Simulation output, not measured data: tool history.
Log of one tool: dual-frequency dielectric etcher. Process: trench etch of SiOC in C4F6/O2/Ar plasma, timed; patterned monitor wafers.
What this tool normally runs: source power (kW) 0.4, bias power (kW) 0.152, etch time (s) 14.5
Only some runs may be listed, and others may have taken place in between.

run	day	source power (kW)	bias power (kW)	etch time (s)	read-back reference wafer on the same gauge, depth_nm	mean etch depth across the wafer (nm)
1	0	0.4	0.152	14.5	28.29	28.1
2	1.867	0.4	0.152	14.5	28.24	27.96
3	4.454	0.4	0.152	14.5	28.18	27.95
# day 6.762: wet clean of the chamber
4	7.925	0.4	0.152	14.5	28.14	27.9
# day 9.154: gauge calibrated
5	10	0.4	0.152	14.5	29.35	29.09
6	11.579	0.4	0.152	14.5	29.3	29.18
7	14.021	0.4	0.152	14.5	29.26	28.96
8	16.917	0.4	0.164	14.5	29.21	29.49
9	25.354	0.4	0.164	14.5	29.1	29.27
# day 28.396: wet clean of the chamber
10	28.417	0.4	0.152	14.5	29.01	28.86
11	30.467	0.4	0.152	14.5	29.02	28.63
12	33.371	0.4	0.152	14.5	28.94	28.67
13	37.1	0.4	0.152	14.5	28.84	28.43
14	39.529	0.4	0.152	14.5	28.84	28.59

Estimate the outcome of run 15 from the log above:
15	41.042	0.4	0.152	16.5	?	?

{"run 15": {"read-back reference wafer on the same gauge, depth_nm": 28.76, "mean etch depth across the wafer (nm)": 32.3}}
If the tool had no hidden condition, the same run with the same run-to-run variation would have returned mean etch depth across the wafer (nm) 32.99.
